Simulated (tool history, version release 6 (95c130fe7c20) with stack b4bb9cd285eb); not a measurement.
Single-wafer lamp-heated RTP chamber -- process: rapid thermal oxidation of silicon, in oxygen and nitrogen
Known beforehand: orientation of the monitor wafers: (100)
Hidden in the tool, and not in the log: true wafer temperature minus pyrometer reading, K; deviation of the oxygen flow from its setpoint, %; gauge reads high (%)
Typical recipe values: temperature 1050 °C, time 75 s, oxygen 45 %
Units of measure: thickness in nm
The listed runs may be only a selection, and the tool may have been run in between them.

run,hour,temperature,time,oxygen,wafers since the last listed run,wafers since the last pyrometer calibration,hours since the oxygen flow controller was replaced,hours since the gauge calibration,"read-back reference wafer on the same gauge, thickness",thickness
1,0,1050,63,45,0,2127,2548.7,432.7,8.455,7.01
2,34.8,1050,75,45,527,2654,2583.5,467.5,8.458,7.561
3,64.8,1050,75,45,454,3109,2613.5,497.5,8.455,7.569
4,93.6,1050,75,45,436,3545,2642.3,526.3,8.462,7.575
5,111.2,1061,75,35,266,3812,2659.9,543.9,8.456,7.504
6,123.6,1061,75,35,187,4000,2672.3,556.3,8.461,7.502
7,143.5,1050,75,57,301,4302,2692.2,576.2,8.457,8.252
8,213.5,1050,75,57,1061,5363,2762.2,646.2,8.461,8.28
9,235.6,1050,75,45,334,5698,2784.3,668.3,8.463,7.602
10,255.8,1034,75,45,306,6004,2804.5,688.5,8.46,6.829
11,270.9,1050,75,61,228,6233,2819.6,703.6,8.462,8.511
12,288.6,1050,75,61,268,6501,2837.3,721.3,8.455,8.498
13,309.7,1050,75,24,319,6821,2858.4,742.4,8.463,6.139
14,333.6,1050,75,45,362,7183,2882.3,766.3,8.459,7.636
# hour 362.1: oxygen flow controller replaced
15,362.6,1050,75,45,318,7502,0.5,795.3,8.462,7.65
# hour 433.1: pyrometer window cleaned and pyrometer calibrated
16,433.6,1050,75,45,954,7,71.5,866.3,8.458,7.55
17,442.3,1050,75,45,131,138,80.2,875,8.456,7.569
18,456.4,1050,75,45,213,352,94.3,889.1,8.455,7.556
19,486.5,1050,75,45,456,808,124.4,919.2,8.459,7.585
20,515.3,1050,75,45,436,1245,153.2,948,8.462,7.58
21,541.3,1050,48,54,394,1639,179.2,974,8.456,6.653
22,554.5,1050,75,45,200,1839,192.4,987.2,8.46,7.566
23,589.1,1050,75,45,524,2364,227,1021.8,8.465,7.58
24,603.5,1050,99,36,218,2582,241.4,1036.2,8.461,7.917
# hour 607: gauge calibrated
25,633.7,1062,75,61,457,3040,271.6,26.7,8.463,9.166
26,666.1,1040,75,25,491,3531,304,59.1,8.453,5.774
27,678.5,1031,75,21,187,3719,316.4,71.5,8.452,5.148
28,694.2,1022,75,45,237,3957,332.1,87.2,8.459,6.276
29,708.3,1080,51,69,213,4170,346.2,101.3,8.458,9.11
30,730.5,1050,75,31,336,4507,368.4,123.5,8.467,6.668
31,758.1,1042,75,74,418,4925,396,151.1,8.462,8.566
32,770.7,1050,75,45,190,5116,408.6,163.7,8.463,7.636
33,783.3,1050,75,21,190,5307,421.2,176.3,8.462,5.841
34,798.7,1041,101,30,233,5541,436.6,191.7,8.456,7.108
35,831.3,1034,51,45,494,6035,469.2,224.3,8.461,5.771
36,864.6,1033,42,62,504,6540,502.5,257.6,8.455,5.888

Below are 3 alternative next runs, each starting from the tool's condition after run 36. Predict each:
A,865,1050,75,17,6,6546,502.9,258,?,?
B,865,1060,100,57,6,6546,502.9,258,?,?
C,865,1031,98,58,6,6546,502.9,258,?,?

run,"read-back reference wafer on the same gauge, thickness",thickness
A,8.454,5.466
B,8.454,10.131
C,8.454,8.273
Without the tool's hidden state the same runs would have given:
run,thickness
A,5.406
B,10.015
C,8.173
